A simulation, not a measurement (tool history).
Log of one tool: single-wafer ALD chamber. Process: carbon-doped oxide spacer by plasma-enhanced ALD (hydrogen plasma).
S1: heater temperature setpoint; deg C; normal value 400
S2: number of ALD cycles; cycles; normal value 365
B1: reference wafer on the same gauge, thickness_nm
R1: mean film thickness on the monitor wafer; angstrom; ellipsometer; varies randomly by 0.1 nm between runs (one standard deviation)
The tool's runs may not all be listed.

{"run": 1, "hour": 0.0, "S1": 400, "S2": 365, "B1": 22.144, "R1": 187}
{"run": 2, "hour": 9.2, "S1": 400, "S2": 365, "B1": 22.198, "R1": 187.86}
{"run": 3, "hour": 17.9, "S1": 390, "S2": 365, "B1": 22.151, "R1": 188.86}
{"run": 4, "hour": 27.7, "S1": 390, "S2": 365, "B1": 22.171, "R1": 188.33}
{"run": 5, "hour": 40.1, "S1": 390, "S2": 365, "B1": 22.169, "R1": 187.44}
{"run": 6, "hour": 54.3, "S1": 400, "S2": 388, "B1": 22.213, "R1": 201.13}
{"run": 7, "hour": 65.4, "S1": 400, "S2": 365, "B1": 22.262, "R1": 189.38}
{"run": 8, "hour": 79.8, "S1": 400, "S2": 365, "B1": 22.244, "R1": 190.38}
{"run": 9, "hour": 95.3, "S1": 400, "S2": 365, "B1": 22.187, "R1": 189.66}
{"run": 10, "hour": 103.0, "S1": 400, "S2": 365, "B1": 22.232, "R1": 188.38}
{"run": 11, "hour": 121.0, "S1": 400, "S2": 365, "B1": 22.246, "R1": 186.17}
{"run": 12, "hour": 134.5, "S1": 400, "S2": 365, "B1": 22.181, "R1": 188.85}
{"hour": 147.3, "done": "thermocouple changed; heater temperature recalibrated"}
{"run": 13, "hour": 147.8, "S1": 400, "S2": 365, "B1": 22.204, "R1": 188.32}
{"run": 14, "hour": 157.0, "S1": 400, "S2": 365, "B1": 22.214, "R1": 189.52}
{"run": 15, "hour": 171.3, "S1": 400, "S2": 365, "B1": 22.227, "R1": 189.04}
{"run": 16, "hour": 187.8, "S1": 400, "S2": 365, "B1": 22.209, "R1": 188.81}
{"run": 17, "hour": 204.0, "S1": 400, "S2": 365, "B1": 22.203, "R1": 187.01}
{"run": 18, "hour": 211.3, "S1": 400, "S2": 365, "B1": 22.179, "R1": 188.82}
{"run": 19, "hour": 224.1, "S1": 400, "S2": 387, "B1": 22.225, "R1": 199.59}
{"run": 20, "hour": 237.5, "S1": 400, "S2": 431, "B1": 22.201, "R1": 223.46}
{"run": 21, "hour": 248.0, "S1": 404, "S2": 303, "B1": 22.212, "R1": 153.5}
{"run": 22, "hour": 264.9, "S1": 400, "S2": 323, "B1": 22.152, "R1": 164.91}
{"run": 23, "hour": 274.1, "S1": 388, "S2": 417, "B1": 22.233, "R1": 216.69}
{"run": 24, "hour": 288.3, "S1": 386, "S2": 365, "B1": 22.171, "R1": 187.4}
{"run": 25, "hour": 302.3, "S1": 414, "S2": 414, "B1": 22.2, "R1": 205.17}
{"run": 26, "hour": 320.0, "S1": 400, "S2": 365, "B1": 22.254, "R1": 189.17}
{"run": 27, "hour": 334.7, "S1": 404, "S2": 419, "B1": 22.193, "R1": 213.47}
{"run": 28, "hour": 342.1, "S1": 415, "S2": 294, "B1": 22.176, "R1": 145.85}
{"hour": 356.1, "done": "gauge calibrated"}
{"run": 29, "hour": 356.7, "S1": 400, "S2": 395, "B1": 22.216, "R1": 203.66}
{"run": 30, "hour": 373.2, "S1": 395, "S2": 300, "B1": 22.233, "R1": 155.29}
{"run": 31, "hour": 382.7, "S1": 400, "S2": 365, "B1": 22.205, "R1": 188.46}
{"run": 32, "hour": 393.6, "S1": 388, "S2": 417, "B1": 22.201, "R1": 214.84}
{"run": 33, "hour": 404.0, "S1": 407, "S2": 393, "B1": 22.213, "R1": 196.97}
{"run": 34, "hour": 414.9, "S1": 387, "S2": 311, "B1": 22.156, "R1": 159.64}
{"run": 35, "hour": 425.8, "S1": 390, "S2": 297, "B1": 22.208, "R1": 152.53}
{"run": 36, "hour": 433.1, "S1": 409, "S2": 365, "B1": 22.197, "R1": 184.09}
{"run": 37, "hour": 441.0, "S1": 388, "S2": 395, "B1": 22.229, "R1": 203.78}
{"run": 38, "hour": 447.6, "S1": 412, "S2": 294, "B1": 22.232, "R1": 145.32}

4 ways to go on from here, each from the tool as it stands after run 38. What would each give?
{"run": "A", "hour": 448.6, "S1": 414, "S2": 365, "B1": "?", "R1": "?"}
{"run": "B", "hour": 448.6, "S1": 400, "S2": 407, "B1": "?", "R1": "?"}
{"run": "C", "hour": 448.6, "S1": 400, "S2": 409, "B1": "?", "R1": "?"}
{"run": "D", "hour": 448.6, "S1": 393, "S2": 432, "B1": "?", "R1": "?"}

run=A B1=22.218 R1=179.45
run=B B1=22.218 R1=208.71
run=C B1=22.218 R1=209.74
run=D B1=22.218 R1=221.54
The same runs, with their run-to-run variation unchanged, on a tool lacking any hidden condition would have given:
run=A R1=179.45
run=B R1=208.71
run=C R1=209.74
run=D R1=221.54
